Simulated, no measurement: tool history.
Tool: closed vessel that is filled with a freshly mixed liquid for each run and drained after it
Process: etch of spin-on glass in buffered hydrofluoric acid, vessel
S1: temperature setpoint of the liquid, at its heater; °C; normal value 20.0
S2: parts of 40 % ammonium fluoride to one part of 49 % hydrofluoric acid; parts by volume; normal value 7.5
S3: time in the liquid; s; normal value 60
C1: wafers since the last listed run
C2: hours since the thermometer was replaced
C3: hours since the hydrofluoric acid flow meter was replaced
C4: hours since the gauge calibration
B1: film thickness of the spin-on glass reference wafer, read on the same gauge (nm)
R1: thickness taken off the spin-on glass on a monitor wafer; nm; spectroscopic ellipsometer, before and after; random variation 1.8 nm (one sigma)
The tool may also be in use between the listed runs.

Run 1, hour 0.0: usual settings; C1 0; C2 1314.7; C3 327.1; C4 39.0; B1 149.98. Result: R1 272.35 nm.
Run 2, hour 10.3: usual settings; C1 1423; C2 1325.0; C3 337.4; C4 49.3; B1 149.99. Result: R1 270.04 nm.
Run 3, hour 18.3: usual settings; C1 1105; C2 1333.0; C3 345.4; C4 57.3; B1 149.99. Result: R1 269.82 nm.
Run 4, hour 30.7: usual settings but S3 50 s; C1 1713; C2 1345.4; C3 357.8; C4 69.7; B1 150.00. Result: R1 226.31 nm.
Run 5, hour 39.2: usual settings but S3 50 s; C1 1174; C2 1353.9; C3 366.3; C4 78.2; B1 150.02. Result: R1 227.50 nm.
Run 6, hour 46.6: usual settings but S3 50 s; C1 1022; C2 1361.3; C3 373.7; C4 85.6; B1 150.02. Result: R1 227.85 nm.
Run 7, hour 58.6: usual settings; C1 1657; C2 1373.3; C3 385.7; C4 97.6; B1 149.99. Result: R1 269.61 nm.
Run 8, hour 71.1: usual settings; C1 1727; C2 1385.8; C3 398.2; C4 110.1; B1 150.00. Result: R1 269.53 nm.
Run 9, hour 78.6: usual settings; C1 1036; C2 1393.3; C3 405.7; C4 117.6; B1 149.99. Result: R1 272.18 nm.
Run 10, hour 96.3: usual settings; C1 2445; C2 1411.0; C3 423.4; C4 135.3; B1 150.00. Result: R1 272.62 nm.
Run 11, hour 110.3: usual settings; C1 1934; C2 1425.0; C3 437.4; C4 149.3; B1 149.97. Result: R1 269.58 nm.
Run 12, hour 118.7: usual settings; C1 1160; C2 1433.4; C3 445.8; C4 157.7; B1 149.98. Result: R1 269.39 nm.
At hour 127.5: gauge calibrated.
Run 13, hour 130.1: usual settings but S2 8.5 parts by volume; C1 1575; C2 1444.8; C3 457.2; C4 2.6; B1 149.96. Result: R1 236.41 nm.
Run 14, hour 146.8: usual settings but S2 8.5 parts by volume; C1 2307; C2 1461.5; C3 473.9; C4 19.3; B1 150.01. Result: R1 235.93 nm.
At hour 159.3: hydrofluoric acid flow meter replaced.
Run 15, hour 162.9: usual settings but S1 22.0 °C, S2 10.5 parts by volume, S3 75 s; C1 2086; C2 1477.6; C3 3.6; C4 35.4; B1 149.96. Result: R1 275.11 nm.
Run 16, hour 177.9: usual settings but S1 17.0 °C, S2 8.5 parts by volume; C1 2072; C2 1492.6; C3 18.6; C4 50.4; B1 150.01. Result: R1 197.85 nm.
Run 17, hour 187.3: usual settings but S2 9.5 parts by volume, S3 85 s; C1 1298; C2 1502.0; C3 28.0; C4 59.8; B1 149.98. Result: R1 298.54 nm.
Run 18, hour 193.8: usual settings but S1 17.0 °C, S2 6.0 parts by volume, S3 30 s; C1 898; C2 1508.5; C3 34.5; C4 66.3; B1 150.00. Result: R1 137.98 nm.
Run 19, hour 208.9: usual settings; C1 2086; C2 1523.6; C3 49.6; C4 81.4; B1 149.97. Result: R1 268.92 nm.
Run 20, hour 226.5: usual settings; C1 2431; C2 1541.2; C3 67.2; C4 99.0; B1 150.01. Result: R1 266.39 nm.
Run 21, hour 239.5: usual settings but S1 22.0 °C, S3 80 s; C1 1796; C2 1554.2; C3 80.2; C4 112.0; B1 150.00. Result: R1 397.78 nm.
Run 22, hour 254.6: usual settings; C1 2086; C2 1569.3; C3 95.3; C4 127.1; B1 149.97. Result: R1 263.68 nm.
At hour 257.2: thermometer replaced.
Run 23, hour 277.3: usual settings but S2 6.0 parts by volume; C1 2998; C2 20.1; C3 118.0; C4 149.8; B1 149.99. Result: R1 376.20 nm.
Run 24, hour 292.3: usual settings; C1 2072; C2 35.1; C3 133.0; C4 164.8; B1 149.97. Result: R1 303.61 nm.
Run 25, hour 302.6: usual settings but S1 17.5 °C, S2 6.0 parts by volume, S3 85 s; C1 1423; C2 45.4; C3 143.3; C4 175.1; B1 149.99. Result: R1 465.39 nm.

Forecast run 26:
Run 26, hour 320.5: usual settings; C1 2473; C2 63.3; C3 161.2; C4 193.0; B1 ?. Result: R1 ?.

B1: 149.99
R1: 307.16 nm
If the tool had no hidden condition, the same run with the same run-to-run variation would have returned R1 315.54 nm.

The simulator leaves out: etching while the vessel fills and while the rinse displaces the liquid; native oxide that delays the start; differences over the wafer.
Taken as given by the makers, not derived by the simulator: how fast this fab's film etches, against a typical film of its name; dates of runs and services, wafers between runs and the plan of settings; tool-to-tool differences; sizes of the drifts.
